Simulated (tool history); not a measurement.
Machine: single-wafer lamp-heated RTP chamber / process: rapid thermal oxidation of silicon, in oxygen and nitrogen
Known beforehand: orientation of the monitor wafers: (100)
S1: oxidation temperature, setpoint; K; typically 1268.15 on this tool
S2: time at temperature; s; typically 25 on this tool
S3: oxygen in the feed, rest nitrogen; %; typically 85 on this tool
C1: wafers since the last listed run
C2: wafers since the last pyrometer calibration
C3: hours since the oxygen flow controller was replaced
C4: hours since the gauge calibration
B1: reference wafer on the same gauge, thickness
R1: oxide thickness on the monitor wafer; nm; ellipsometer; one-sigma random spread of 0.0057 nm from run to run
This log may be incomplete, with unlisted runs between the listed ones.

{"run": 1, "hour": 0.0, "S1": 1268.15, "S2": 25, "S3": 85, "C1": 0, "C2": 519, "C3": 3974.9, "C4": 549.9, "B1": 3.21, "R1": 3.845}
{"run": 2, "hour": 39.0, "S1": 1268.15, "S2": 25, "S3": 85, "C1": 269, "C2": 789, "C3": 4013.9, "C4": 588.9, "B1": 3.209, "R1": 3.855}
{"run": 3, "hour": 89.3, "S1": 1268.15, "S2": 25, "S3": 85, "C1": 348, "C2": 1138, "C3": 4064.2, "C4": 639.2, "B1": 3.208, "R1": 3.858}
{"run": 4, "hour": 150.3, "S1": 1268.15, "S2": 25, "S3": 85, "C1": 422, "C2": 1560, "C3": 4125.2, "C4": 700.2, "B1": 3.212, "R1": 3.864}
{"run": 5, "hour": 192.9, "S1": 1268.15, "S2": 25, "S3": 85, "C1": 294, "C2": 1855, "C3": 4167.8, "C4": 742.8, "B1": 3.21, "R1": 3.87}
{"run": 6, "hour": 243.0, "S1": 1268.15, "S2": 34, "S3": 98, "C1": 346, "C2": 2201, "C3": 4217.9, "C4": 792.9, "B1": 3.211, "R1": 4.598}
{"run": 7, "hour": 275.5, "S1": 1268.15, "S2": 34, "S3": 98, "C1": 224, "C2": 2426, "C3": 4250.4, "C4": 825.4, "B1": 3.209, "R1": 4.61}
{"run": 8, "hour": 309.8, "S1": 1268.15, "S2": 34, "S3": 98, "C1": 237, "C2": 2664, "C3": 4284.7, "C4": 859.7, "B1": 3.208, "R1": 4.6}
{"run": 9, "hour": 356.8, "S1": 1268.15, "S2": 25, "S3": 85, "C1": 325, "C2": 2989, "C3": 4331.7, "C4": 906.7, "B1": 3.209, "R1": 3.904}
{"run": 10, "hour": 389.2, "S1": 1268.15, "S2": 25, "S3": 85, "C1": 224, "C2": 3213, "C3": 4364.1, "C4": 939.1, "B1": 3.208, "R1": 3.897}
{"hour": 416.0, "done": "oxygen flow controller replaced"}
{"run": 11, "hour": 438.1, "S1": 1268.15, "S2": 25, "S3": 85, "C1": 283, "C2": 3496, "C3": 22.1, "C4": 988, "B1": 3.211, "R1": 3.895}
{"run": 12, "hour": 479.9, "S1": 1268.15, "S2": 25, "S3": 85, "C1": 289, "C2": 3786, "C3": 63.9, "C4": 1029.8, "B1": 3.209, "R1": 3.896}
{"run": 13, "hour": 535.6, "S1": 1268.15, "S2": 25, "S3": 85, "C1": 385, "C2": 4171, "C3": 119.6, "C4": 1085.5, "B1": 3.21, "R1": 3.894}
{"run": 14, "hour": 575.4, "S1": 1268.15, "S2": 20, "S3": 68, "C1": 275, "C2": 4447, "C3": 159.4, "C4": 1125.3, "B1": 3.211, "R1": 3.374}
{"hour": 613.6, "done": "gauge calibrated"}
{"run": 15, "hour": 617.9, "S1": 1268.15, "S2": 25, "S3": 85, "C1": 294, "C2": 4741, "C3": 201.9, "C4": 4.3, "B1": 3.209, "R1": 3.898}
{"run": 16, "hour": 664.6, "S1": 1298.15, "S2": 30, "S3": 85, "C1": 323, "C2": 5064, "C3": 248.6, "C4": 51, "B1": 3.21, "R1": 5.159}
{"run": 17, "hour": 793.0, "S1": 1268.15, "S2": 34, "S3": 98, "C1": 888, "C2": 5953, "C3": 377, "C4": 179.4, "B1": 3.208, "R1": 4.615}
{"hour": 803.9, "done": "pyrometer window cleaned and pyrometer calibrated"}
{"run": 18, "hour": 832.3, "S1": 1268.15, "S2": 25, "S3": 98, "C1": 216, "C2": 196, "C3": 416.3, "C4": 218.7, "B1": 3.211, "R1": 4.018}
{"run": 19, "hour": 898.3, "S1": 1268.15, "S2": 25, "S3": 85, "C1": 456, "C2": 653, "C3": 482.3, "C4": 284.7, "B1": 3.21, "R1": 3.857}
{"run": 20, "hour": 935.7, "S1": 1285.15, "S2": 30, "S3": 70, "C1": 258, "C2": 912, "C3": 519.7, "C4": 322.1, "B1": 3.209, "R1": 4.368}
{"run": 21, "hour": 960.1, "S1": 1282.15, "S2": 28, "S3": 85, "C1": 168, "C2": 1081, "C3": 544.1, "C4": 346.5, "B1": 3.21, "R1": 4.454}
{"run": 22, "hour": 995.0, "S1": 1254.15, "S2": 21, "S3": 98, "C1": 241, "C2": 1322, "C3": 579, "C4": 381.4, "B1": 3.208, "R1": 3.465}
{"run": 23, "hour": 1038.3, "S1": 1268.15, "S2": 25, "S3": 85, "C1": 299, "C2": 1622, "C3": 622.3, "C4": 424.7, "B1": 3.211, "R1": 3.878}
{"run": 24, "hour": 1104.1, "S1": 1290.15, "S2": 17, "S3": 70, "C1": 455, "C2": 2077, "C3": 688.1, "C4": 490.5, "B1": 3.209, "R1": 3.65}
{"run": 25, "hour": 1137.2, "S1": 1240.15, "S2": 25, "S3": 85, "C1": 229, "C2": 2306, "C3": 721.2, "C4": 523.6, "B1": 3.212, "R1": 3.258}
{"run": 26, "hour": 1187.0, "S1": 1268.15, "S2": 25, "S3": 65, "C1": 344, "C2": 2651, "C3": 771, "C4": 573.4, "B1": 3.207, "R1": 3.595}

Forecast each of these 4 alternatives for the next run:
{"run": "A", "hour": 1187.5, "S1": 1268.15, "S2": 36, "S3": 85, "C1": 3, "C2": 2655, "C3": 771.5, "C4": 573.9, "B1": "?", "R1": "?"}
{"run": "B", "hour": 1187.5, "S1": 1268.15, "S2": 30, "S3": 85, "C1": 3, "C2": 2655, "C3": 771.5, "C4": 573.9, "B1": "?", "R1": "?"}
{"run": "C", "hour": 1187.5, "S1": 1268.15, "S2": 14, "S3": 98, "C1": 3, "C2": 2655, "C3": 771.5, "C4": 573.9, "B1": "?", "R1": "?"}
{"run": "D", "hour": 1187.5, "S1": 1239.15, "S2": 33, "S3": 98, "C1": 3, "C2": 2655, "C3": 771.5, "C4": 573.9, "B1": "?", "R1": "?"}

run=A B1=3.21 R1=4.5
run=B B1=3.21 R1=4.181
run=C B1=3.21 R1=3.298
run=D B1=3.21 R1=3.732
Stripped of hidden state, with their random variation kept, the same runs would have yielded:
run=A R1=4.419
run=B R1=4.108
run=C R1=3.247
run=D R1=3.669

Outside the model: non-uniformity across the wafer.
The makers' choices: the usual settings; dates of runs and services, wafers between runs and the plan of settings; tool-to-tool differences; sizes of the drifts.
